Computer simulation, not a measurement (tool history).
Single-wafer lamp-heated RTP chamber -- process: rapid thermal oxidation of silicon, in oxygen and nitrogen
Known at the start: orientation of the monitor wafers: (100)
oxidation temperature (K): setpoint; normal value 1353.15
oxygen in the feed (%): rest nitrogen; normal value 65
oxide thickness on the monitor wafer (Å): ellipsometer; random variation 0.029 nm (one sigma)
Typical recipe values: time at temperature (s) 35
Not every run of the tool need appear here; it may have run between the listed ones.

run,hour,oxidation temperature (K),time at temperature (s),oxygen in the feed (%),"read-back reference wafer on the same gauge, thickness",oxide thickness on the monitor wafer (Å)
1,0.0,1353.15,35,77,7.756,78.24
2,81.7,1353.15,35,77,7.753,78.63
3,265.9,1353.15,35,65,7.753,73.65
4,363.2,1353.15,35,65,7.749,74.05
5,408.8,1353.15,35,65,7.739,74.14
6,495.4,1353.15,42,65,7.762,79.24
# hour 523.1: pyrometer window cleaned and pyrometer calibrated
7,595.5,1353.15,35,65,7.755,74.13
8,655.7,1353.15,35,65,7.749,73.77
9,756.0,1353.15,35,65,7.749,73.66
10,840.4,1353.15,35,65,7.745,74.17
11,899.2,1353.15,35,65,7.763,73.57
12,993.1,1370.15,35,65,7.745,82.75
13,1068.2,1370.15,35,65,7.764,81.98
14,1169.1,1370.15,35,65,7.749,82.07
15,1213.2,1353.15,35,65,7.744,73.18
16,1259.5,1353.15,40,65,7.746,78.17
17,1302.3,1353.15,40,65,7.745,78.06
18,1347.8,1353.15,40,65,7.740,77.80
19,1394.5,1377.15,18,40,7.746,55.02
20,1474.1,1353.15,42,78,7.742,85.02
# hour 1547.8: oxygen flow controller replaced
21,1568.7,1375.15,25,43,7.740,64.04
# hour 1587.4: pyrometer window cleaned and pyrometer calibrated
22,1641.3,1371.15,35,65,7.743,82.86
23,1701.9,1353.15,35,65,7.739,73.69
24,1802.8,1353.15,35,65,7.743,74.09
# hour 1823.1: gauge calibrated
25,1843.9,1353.15,35,65,7.763,73.65
26,1932.6,1353.15,44,51,7.753,74.71
27,1984.9,1364.15,48,65,7.738,90.48
28,2064.6,1353.15,28,77,7.753,71.48
29,2142.0,1353.15,21,76,7.755,63.19
30,2212.7,1353.15,35,65,7.744,73.75
31,2310.5,1353.15,27,44,7.759,57.80
32,2409.4,1353.15,31,89,7.742,77.72
33,2652.8,1353.15,35,65,7.746,73.61
34,2700.2,1364.15,47,88,7.761,99.54
# hour 2797.1: pyrometer window cleaned and pyrometer calibrated
35,2797.6,1326.15,35,83,7.748,67.04
36,2888.5,1353.15,35,65,7.739,73.61
37,2930.2,1353.15,35,46,7.763,65.37
38,3003.9,1378.15,23,38,7.761,59.64

Run-by-run hidden state of the tool:
true wafer temperature minus pyrometer reading, K: 0 in every run
deviation of the oxygen flow from its setpoint, %: 0 in every run
gauge reads high (%): 0 in every run
